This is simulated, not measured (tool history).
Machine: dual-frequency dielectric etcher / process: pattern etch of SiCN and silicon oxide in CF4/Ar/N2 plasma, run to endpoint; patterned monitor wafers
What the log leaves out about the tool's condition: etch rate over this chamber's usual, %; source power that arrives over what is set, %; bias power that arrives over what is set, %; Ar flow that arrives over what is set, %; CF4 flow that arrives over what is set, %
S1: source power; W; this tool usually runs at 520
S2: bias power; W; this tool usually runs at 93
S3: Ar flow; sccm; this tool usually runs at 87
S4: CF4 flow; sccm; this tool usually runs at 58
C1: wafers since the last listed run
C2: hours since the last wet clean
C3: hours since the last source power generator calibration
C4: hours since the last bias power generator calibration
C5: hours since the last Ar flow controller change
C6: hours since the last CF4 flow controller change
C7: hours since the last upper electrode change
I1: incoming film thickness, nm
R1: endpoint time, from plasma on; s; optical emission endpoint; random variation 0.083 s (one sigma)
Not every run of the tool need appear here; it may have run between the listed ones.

run	day	S1	S2	S3	S4	C1	C2	C3	C4	C5	C6	C7	I1	R1
1	0.000	520	93	87	58	0	71.4	3722.0	4089.5	2144.3	2617.5	4.0	11.92	11.2
2	1.250	520	93	87	58	408	101.4	3752.0	4119.5	2174.3	2647.5	34.0	12.05	11.2
3	2.433	520	93	87	62	387	129.8	3780.4	4147.9	2202.7	2675.9	62.4	12.07	11.1
4	3.821	490	99	87	58	453	163.1	3813.7	4181.2	2236.0	2709.2	95.7	12.05	11.3
5	4.488	520	93	94	66	218	179.1	3829.7	4197.2	2252.0	2725.2	111.7	12.00	11.1
6	5.483	610	93	73	58	325	203.0	3853.6	4221.1	2275.9	2749.1	135.6	12.09	9.8
7	6.783	520	93	87	58	425	234.2	3884.8	4252.3	2307.1	2780.3	166.8	11.91	11.1
8	7.912	520	93	106	58	369	261.3	3911.9	4279.4	2334.2	2807.4	193.9	12.04	11.7
9	8.750	520	93	87	58	273	281.4	3932.0	4299.5	2354.3	2827.5	214.0	11.95	11.1
# day 9.004: source power generator calibrated
10	10.121	520	114	96	58	393	314.3	26.8	4332.4	2387.2	2860.4	246.9	12.02	10.3
# day 11.208: wet clean of the chamber
# day 11.521: CF4 flow controller replaced
11	11.542	480	93	97	58	55	8.0	60.9	4366.5	2421.3	0.5	281.0	11.99	12.0
12	11.979	520	71	104	58	143	18.5	71.4	4377.0	2431.8	11.0	291.5	11.89	13.2
13	13.000	520	93	87	58	333	43.0	95.9	4401.5	2456.3	35.5	316.0	12.12	11.4
# day 13.704: Ar flow controller replaced
14	14.242	520	93	87	58	324	72.8	125.7	4431.3	12.9	65.3	345.8	12.07	11.5
15	17.771	520	111	104	44	1154	157.5	210.4	4516.0	97.6	150.0	430.5	12.02	11.3
# day 18.408: bias power generator calibrated
16	19.062	470	93	65	58	367	188.5	241.4	15.7	128.6	181.0	461.5	11.93	10.9
17	20.942	430	93	87	58	614	233.6	286.5	60.8	173.7	226.1	506.6	12.05	12.3
18	21.896	520	93	87	58	312	256.5	309.4	83.7	196.6	249.0	529.5	12.04	11.2
19	22.979	520	93	87	58	354	282.5	335.4	109.7	222.6	275.0	555.5	12.15	11.1
20	23.783	550	93	94	50	263	301.8	354.7	129.0	241.9	294.3	574.8	11.95	11.3
21	24.950	520	78	87	58	381	329.8	382.7	157.0	269.9	322.3	602.8	11.91	11.7
22	26.062	520	93	71	58	363	356.5	409.4	183.7	296.6	349.0	629.5	12.01	10.5
23	26.650	560	93	106	58	192	370.6	423.5	197.8	310.7	363.1	643.6	12.02	11.1
# day 30.042: wet clean of the chamber
24	30.062	450	80	87	58	789	0.5	505.4	279.7	392.6	445.0	725.5	12.08	13.0

Predict each of these 4 candidate next runs independently; none follows another, all start after run 24:
A	30.079	470	93	87	58	5	0.9	505.8	280.1	393.0	445.4	725.9	12.13	?
B	30.079	630	93	87	58	5	0.9	505.8	280.1	393.0	445.4	725.9	12.13	?
C	30.079	630	93	87	50	5	0.9	505.8	280.1	393.0	445.4	725.9	12.13	?
D	30.079	640	93	100	53	5	0.9	505.8	280.1	393.0	445.4	725.9	12.13	?

run	R1
A	12.0
B	10.1
C	10.5
D	10.6
Had the tool no hidden state, the same runs would have come out as:
run	R1
A	12.0
B	10.2
C	10.5
D	10.6
